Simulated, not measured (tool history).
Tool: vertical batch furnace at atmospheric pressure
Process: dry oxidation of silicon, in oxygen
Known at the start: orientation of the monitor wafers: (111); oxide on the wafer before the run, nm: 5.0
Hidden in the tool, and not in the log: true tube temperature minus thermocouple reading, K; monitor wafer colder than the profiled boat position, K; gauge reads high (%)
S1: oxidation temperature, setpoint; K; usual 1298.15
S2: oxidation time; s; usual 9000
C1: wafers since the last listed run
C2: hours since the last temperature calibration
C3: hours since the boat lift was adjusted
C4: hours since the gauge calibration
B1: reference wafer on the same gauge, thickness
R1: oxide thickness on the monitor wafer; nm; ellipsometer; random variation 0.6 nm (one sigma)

{"run": 1, "hour": 0.0, "S1": 1298.15, "S2": 10890, "C1": 0, "C2": 1035.3, "C3": 1809.1, "C4": 1430.6, "B1": 155.01, "R1": 167.53}
{"hour": 45.4, "done": "boat lift adjusted"}
{"hour": 53.0, "done": "gauge calibrated"}
{"run": 2, "hour": 57.8, "S1": 1298.15, "S2": 9000, "C1": 479, "C2": 1093.1, "C3": 12.4, "C4": 4.8, "B1": 154.95, "R1": 153.25}
{"run": 3, "hour": 101.5, "S1": 1298.15, "S2": 9000, "C1": 619, "C2": 1136.8, "C3": 56.1, "C4": 48.5, "B1": 155.08, "R1": 153.45}
{"run": 4, "hour": 140.8, "S1": 1298.15, "S2": 9000, "C1": 557, "C2": 1176.1, "C3": 95.4, "C4": 87.8, "B1": 155.13, "R1": 154.26}
{"run": 5, "hour": 219.8, "S1": 1298.15, "S2": 9000, "C1": 1120, "C2": 1255.1, "C3": 174.4, "C4": 166.8, "B1": 155.03, "R1": 153.14}
{"run": 6, "hour": 263.8, "S1": 1298.15, "S2": 12330, "C1": 624, "C2": 1299.1, "C3": 218.4, "C4": 210.8, "B1": 155.07, "R1": 184.52}
{"run": 7, "hour": 342.7, "S1": 1298.15, "S2": 12330, "C1": 1119, "C2": 1378.0, "C3": 297.3, "C4": 289.7, "B1": 154.91, "R1": 185.44}
{"run": 8, "hour": 424.4, "S1": 1314.15, "S2": 9000, "C1": 1158, "C2": 1459.7, "C3": 379.0, "C4": 371.4, "B1": 155.06, "R1": 168.29}
{"run": 9, "hour": 460.9, "S1": 1314.15, "S2": 9000, "C1": 517, "C2": 1496.2, "C3": 415.5, "C4": 407.9, "B1": 154.88, "R1": 168.33}
{"run": 10, "hour": 545.4, "S1": 1298.15, "S2": 9000, "C1": 1198, "C2": 1580.7, "C3": 500.0, "C4": 492.4, "B1": 155.04, "R1": 152.89}
{"run": 11, "hour": 608.3, "S1": 1298.15, "S2": 9000, "C1": 892, "C2": 1643.6, "C3": 562.9, "C4": 555.3, "B1": 155.02, "R1": 152.53}
{"run": 12, "hour": 682.4, "S1": 1298.15, "S2": 9000, "C1": 1050, "C2": 1717.7, "C3": 637.0, "C4": 629.4, "B1": 155.01, "R1": 152.7}
{"run": 13, "hour": 742.6, "S1": 1311.15, "S2": 9000, "C1": 853, "C2": 1777.9, "C3": 697.2, "C4": 689.6, "B1": 154.96, "R1": 165.45}
{"run": 14, "hour": 785.5, "S1": 1311.15, "S2": 9000, "C1": 608, "C2": 1820.8, "C3": 740.1, "C4": 732.5, "B1": 155.02, "R1": 165.75}
{"run": 15, "hour": 825.7, "S1": 1287.15, "S2": 9000, "C1": 570, "C2": 1861.0, "C3": 780.3, "C4": 772.7, "B1": 155.03, "R1": 142.35}
{"run": 16, "hour": 899.4, "S1": 1287.15, "S2": 9000, "C1": 1045, "C2": 1934.7, "C3": 854.0, "C4": 846.4, "B1": 155.02, "R1": 142.76}
{"run": 17, "hour": 974.0, "S1": 1287.15, "S2": 9000, "C1": 1058, "C2": 2009.3, "C3": 928.6, "C4": 921.0, "B1": 154.99, "R1": 143.14}
{"run": 18, "hour": 1050.5, "S1": 1298.15, "S2": 9000, "C1": 1084, "C2": 2085.8, "C3": 1005.1, "C4": 997.5, "B1": 154.93, "R1": 152.77}
{"run": 19, "hour": 1142.1, "S1": 1314.15, "S2": 13320, "C1": 1299, "C2": 2177.4, "C3": 1096.7, "C4": 1089.1, "B1": 154.88, "R1": 211.77}
{"run": 20, "hour": 1185.9, "S1": 1298.15, "S2": 9000, "C1": 621, "C2": 2221.2, "C3": 1140.5, "C4": 1132.9, "B1": 154.93, "R1": 152.37}
{"run": 21, "hour": 1243.3, "S1": 1283.15, "S2": 6960, "C1": 814, "C2": 2278.6, "C3": 1197.9, "C4": 1190.3, "B1": 154.91, "R1": 117.59}
{"run": 22, "hour": 1319.9, "S1": 1298.15, "S2": 11310, "C1": 1086, "C2": 2355.2, "C3": 1274.5, "C4": 1266.9, "B1": 155.12, "R1": 173.04}
{"hour": 1392.5, "done": "gauge calibrated"}
{"hour": 1436.3, "done": "thermocouples replaced and temperature profile calibrated"}
{"run": 23, "hour": 1554.1, "S1": 1313.15, "S2": 12000, "C1": 2981, "C2": 117.8, "C3": 1508.7, "C4": 161.6, "B1": 154.93, "R1": 195.18}
{"run": 24, "hour": 1652.9, "S1": 1317.15, "S2": 10710, "C1": 1401, "C2": 216.6, "C3": 1607.5, "C4": 260.4, "B1": 155.01, "R1": 185.87}
{"hour": 1682.2, "done": "boat lift adjusted"}
{"run": 25, "hour": 1755.3, "S1": 1312.15, "S2": 7830, "C1": 1111, "C2": 319.0, "C3": 73.1, "C4": 362.8, "B1": 154.98, "R1": 152.01}
{"run": 26, "hour": 1808.8, "S1": 1298.15, "S2": 9000, "C1": 758, "C2": 372.5, "C3": 126.6, "C4": 416.3, "B1": 155.13, "R1": 153.94}
{"run": 27, "hour": 1896.7, "S1": 1319.15, "S2": 10200, "C1": 1246, "C2": 460.4, "C3": 214.5, "C4": 504.2, "B1": 155.1, "R1": 186.06}
{"run": 28, "hour": 1993.7, "S1": 1313.15, "S2": 12000, "C1": 1375, "C2": 557.4, "C3": 311.5, "C4": 601.2, "B1": 154.9, "R1": 197.97}
{"run": 29, "hour": 2038.6, "S1": 1298.15, "S2": 9000, "C1": 636, "C2": 602.3, "C3": 356.4, "C4": 646.1, "B1": 155.04, "R1": 153.3}
{"run": 30, "hour": 2112.5, "S1": 1298.15, "S2": 9000, "C1": 1048, "C2": 676.2, "C3": 430.3, "C4": 720.0, "B1": 154.99, "R1": 153.58}
{"run": 31, "hour": 2180.9, "S1": 1318.15, "S2": 9000, "C1": 970, "C2": 744.6, "C3": 498.7, "C4": 788.4, "B1": 154.97, "R1": 172.42}
{"run": 32, "hour": 2238.5, "S1": 1315.15, "S2": 6090, "C1": 816, "C2": 802.2, "C3": 556.3, "C4": 846.0, "B1": 154.98, "R1": 132.26}
{"run": 33, "hour": 2303.5, "S1": 1304.15, "S2": 10170, "C1": 921, "C2": 867.2, "C3": 621.3, "C4": 911.0, "B1": 154.93, "R1": 171.37}
{"run": 34, "hour": 2343.5, "S1": 1277.15, "S2": 11100, "C1": 567, "C2": 907.2, "C3": 661.3, "C4": 951.0, "B1": 155.18, "R1": 150.86}
{"run": 35, "hour": 2396.6, "S1": 1317.15, "S2": 12180, "C1": 753, "C2": 960.3, "C3": 714.4, "C4": 1004.1, "B1": 154.91, "R1": 204.0}

Forecast each of these 3 alternatives for the next run:
{"run": "A", "hour": 2402.5, "S1": 1298.15, "S2": 9000, "C1": 83, "C2": 966.2, "C3": 720.3, "C4": 1010.0, "B1": "?", "R1": "?"}
{"run": "B", "hour": 2402.5, "S1": 1289.15, "S2": 9000, "C1": 83, "C2": 966.2, "C3": 720.3, "C4": 1010.0, "B1": "?", "R1": "?"}
{"run": "C", "hour": 2402.5, "S1": 1322.15, "S2": 6930, "C1": 83, "C2": 966.2, "C3": 720.3, "C4": 1010.0, "B1": "?", "R1": "?"}

run=A B1=155.05 R1=152.48
run=B B1=155.05 R1=144.09
run=C B1=155.05 R1=149.19
Without the tool's hidden state the same runs would have given:
run=A R1=153.21
run=B R1=144.84
run=C R1=149.85
